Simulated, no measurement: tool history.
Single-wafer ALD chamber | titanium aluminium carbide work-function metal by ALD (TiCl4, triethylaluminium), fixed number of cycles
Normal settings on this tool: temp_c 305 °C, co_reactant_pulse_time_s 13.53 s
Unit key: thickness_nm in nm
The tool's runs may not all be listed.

run    day  temp_c  co_reactant_pulse_time_s  wafers since the last listed run  hours since the last thermocouple change  hours since the last triethylaluminium bottle change  hours since the showerhead was replaced  hours since the gauge calibration  read-back reference wafer on the same gauge, thickness_nm  thickness_nm
  1  0.000     305                     13.53                                 0                                    2616.9                                                1098.0                                   6260.3                              189.3                                                      1.928         2.023
  2  0.362     305                     13.53                               133                                    2625.6                                                1106.7                                   6269.0                              198.0                                                      1.931         1.996
  3  0.750     305                     13.53                               142                                    2634.9                                                1116.0                                   6278.3                              207.3                                                      1.928         2.012
  4  1.033     305                     13.53                               104                                    2641.7                                                1122.8                                   6285.1                              214.1                                                      1.930         2.023
     1.912  -- gauge calibrated
  5  2.983     305                     13.53                               717                                    2688.5                                                1169.6                                   6331.9                               25.7                                                      1.934         1.986
  6  3.638     305                     13.53                               240                                    2704.2                                                1185.3                                   6347.6                               41.4                                                      1.932         1.989
  7  4.079     305                     13.53                               162                                    2714.8                                                1195.9                                   6358.2                               52.0                                                      1.929         1.983
  8  4.767     305                     12.30                               252                                    2731.3                                                1212.4                                   6374.7                               68.5                                                      1.931         1.889
  9  5.238     305                     12.30                               173                                    2742.6                                                1223.7                                   6386.0                               79.8                                                      1.926         1.880
 10  5.538     305                     13.53                               110                                    2749.8                                                1230.9                                   6393.2                               87.0                                                      1.926         1.972
 11  6.138     305                     13.53                               220                                    2764.2                                                1245.3                                   6407.6                              101.4                                                      1.929         1.967
 12  6.704     305                     13.53                               208                                    2777.8                                                1258.9                                   6421.2                              115.0                                                      1.930         1.941
 13  7.017     305                     13.53                               114                                    2785.3                                                1266.4                                   6428.7                              122.5                                                      1.931         1.942
     7.350  -- triethylaluminium bottle replaced
 14  7.500     297                      8.25                                55                                    2796.9                                                   3.6                                   6440.3                              134.1                                                      1.927         1.740
 15  7.942     305                     16.72                               162                                    2807.5                                                  14.2                                   6450.9                              144.7                                                      1.928         2.146
 16  8.379     314                     13.53                               160                                    2818.0                                                  24.7                                   6461.4                              155.2                                                      1.932         2.200
     8.925  -- showerhead replaced
 17  9.604     294                     17.25                               328                                    2847.4                                                  54.1                                     16.3                              184.6                                                      1.925         2.054
 18  9.983     305                     13.53                               139                                    2856.5                                                  63.2                                     25.4                              193.7                                                      1.932         2.111

Run 19, settings as shown, results not yet in. Your forecast:
     10.475  -- thermocouple changed; heater temperature recalibrated
 19  10.538     305                     13.53                                81                                       1.5                                                  76.5                                     38.7                              207.0                                                          ?             ?

read-back reference wafer on the same gauge, thickness_nm: 1.930
thickness_nm: 2.123 nm
Without the tool's hidden state the same run would have given thickness_nm 2.123 nm.
